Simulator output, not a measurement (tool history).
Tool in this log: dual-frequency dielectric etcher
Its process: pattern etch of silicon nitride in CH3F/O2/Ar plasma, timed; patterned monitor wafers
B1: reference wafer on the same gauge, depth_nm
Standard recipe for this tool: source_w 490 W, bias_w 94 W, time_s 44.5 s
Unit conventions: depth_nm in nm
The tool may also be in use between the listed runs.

{"run": 1, "hour": 0.0, "source_w": 490, "bias_w": 94, "time_s": 34.5, "B1": 41.25, "depth_nm": 30.39}
{"run": 2, "hour": 26.3, "source_w": 490, "bias_w": 94, "time_s": 34.5, "B1": 41.26, "depth_nm": 30.31}
{"run": 3, "hour": 47.2, "source_w": 490, "bias_w": 94, "time_s": 44.5, "B1": 41.31, "depth_nm": 39.2}
{"run": 4, "hour": 59.6, "source_w": 490, "bias_w": 94, "time_s": 44.5, "B1": 41.31, "depth_nm": 39.05}
{"run": 5, "hour": 74.4, "source_w": 490, "bias_w": 94, "time_s": 37.0, "B1": 41.3, "depth_nm": 32.53}
{"run": 6, "hour": 101.8, "source_w": 490, "bias_w": 94, "time_s": 37.0, "B1": 41.33, "depth_nm": 32.57}
{"hour": 108.0, "done": "gauge calibrated"}
{"run": 7, "hour": 131.0, "source_w": 490, "bias_w": 94, "time_s": 37.0, "B1": 41.29, "depth_nm": 32.69}
{"run": 8, "hour": 157.9, "source_w": 400, "bias_w": 104, "time_s": 44.5, "B1": 41.28, "depth_nm": 35.51}
{"hour": 189.4, "done": "bias power generator calibrated"}
{"hour": 193.4, "done": "upper electrode replaced"}
{"run": 9, "hour": 193.9, "source_w": 490, "bias_w": 94, "time_s": 44.5, "B1": 41.31, "depth_nm": 39.4}
{"hour": 215.9, "done": "source power generator calibrated"}
{"hour": 231.9, "done": "wet clean of the chamber"}
{"run": 10, "hour": 232.4, "source_w": 580, "bias_w": 94, "time_s": 44.5, "B1": 41.3, "depth_nm": 43.15}
{"run": 11, "hour": 250.2, "source_w": 490, "bias_w": 94, "time_s": 44.5, "B1": 41.28, "depth_nm": 39.08}
{"run": 12, "hour": 285.6, "source_w": 370, "bias_w": 108, "time_s": 44.5, "B1": 41.28, "depth_nm": 34.31}

Run 13, settings as shown, results not yet in. Your forecast:
{"run": 13, "hour": 317.6, "source_w": 380, "bias_w": 82, "time_s": 32.5, "B1": "?", "depth_nm": "?"}

Run 13 came out at B1 41.31, depth_nm 22.92 nm.
If the tool had no hidden condition, the same run with the same run-to-run variation would have returned depth_nm 22.92 nm.
